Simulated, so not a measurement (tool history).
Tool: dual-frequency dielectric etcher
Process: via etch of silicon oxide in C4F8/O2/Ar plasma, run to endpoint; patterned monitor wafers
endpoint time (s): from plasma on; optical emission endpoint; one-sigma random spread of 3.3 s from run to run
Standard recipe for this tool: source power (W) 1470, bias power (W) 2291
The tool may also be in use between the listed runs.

| run | hour | source power (W) | bias power (W) | incoming incoming film thickness, nm | endpoint time (s) |
|---|---|---|---|---|---|
| 1 | 0 | 1470 | 1877 | 2026.9 | 474.8 |
| 2 | 106.9 | 1470 | 2291 | 1994.1 | 443.4 |
| 3 | 199.2 | 1470 | 2291 | 2024 | 446.2 |
| 4 | 280.1 | 1470 | 2099 | 2023.8 | 455.5 |
| 5 | 337.3 | 1470 | 2099 | 2033.8 | 459 |
| 6 | 388.6 | 1470 | 2099 | 2005.5 | 451.6 |
| 7 | 493.4 | 1230 | 1899 | 2004.9 | 489.9 |
| 8 | 571.1 | 1230 | 1899 | 2044.2 | 500.5 |
| 9 | 613.2 | 1230 | 1899 | 2031.4 | 495.5 |
| 10 | 688.6 | 1470 | 2291 | 2019.9 | 450.9 |
| 11 | 734 | 1470 | 2291 | 2026.6 | 446.1 |
| 12 | 792.3 | 1470 | 2291 | 2039.7 | 450.6 |
| 13 | 859.7 | 1470 | 2291 | 2031.9 | 448.7 |
| 14 | 928.4 | 1470 | 2291 | 2004.3 | 449.1 |
| 15 | 969.8 | 1650 | 2291 | 2029.8 | 437.1 |
| 16 | 1045.4 | 1360 | 2291 | 2048.1 | 467.7 |
| 17 | 1092.9 | 1470 | 2115 | 2015 | 455.8 |
| 18 | 1169.1 | 1280 | 2601 | 2014.2 | 444.1 |
| 19 | 1275 | 1610 | 2847 | 2059.3 | 419.4 |
| 20 | 1344.6 | 1470 | 2291 | 2024.8 | 447.8 |
| 21 | 1435.2 | 1360 | 2291 | 2018.4 | 453.9 |
| 22 | 1494.1 | 1470 | 2291 | 2021 | 448.6 |
| 23 | 1590 | 1470 | 2102 | 2041.4 | 466.8 |
| 24 | 1671.2 | 1720 | 1748 | 2032.1 | 467.5 |
| 25 | 1721 | 1710 | 2136 | 2022.3 | 435.7 |
| 26 | 1800.6 | 1690 | 1756 | 2036.2 | 467.8 |
| 27 | 1869.5 | 1170 | 1947 | 2043.8 | 498 |
| 28 | 1947.8 | 1140 | 2291 | 2010.8 | 482.1 |
| 29 | 2041.9 | 1470 | 1933 | 2032.8 | 468.2 |
| 30 | 2139.8 | 1260 | 2468 | 2017.9 | 457.3 |
| 31 | 2216.7 | 1470 | 2291 | 2019 | 447.1 |
| 32 | 2299.3 | 1300 | 2689 | 2058.9 | 447.1 |
| 33 | 2385.8 | 1710 | 2291 | 2015.8 | 424.1 |
| 34 | 2422.5 | 1800 | 2800 | 2026.6 | 395.3 |
| 35 | 2517.8 | 1110 | 1800 | 2026.8 | 521.5 |

Not shown here: 7 entries made in the log between runs. Locate each between two listed runs and compare the hidden state at the listed run before it with the hidden state at the listed run after it:
Between runs 6 and 7: wet clean of the chamber (hour 492.9)
  both runs share identical hidden conditions
Between runs 13 and 14: source power generator calibrated (hour 889.6)
  both runs share identical hidden conditions
Between runs 17 and 18: wet clean of the chamber (hour 1141.3); upper electrode replaced (hour 1148.8)
  both runs share identical hidden conditions
Between runs 23 and 24: wet clean of the chamber (hour 1670.7)
  both runs share identical hidden conditions
Between runs 27 and 28: bias power generator calibrated (hour 1880.8)
  both runs share identical hidden conditions
Between runs 30 and 31: wet clean of the chamber (hour 2216.2)
  both runs share identical hidden conditions
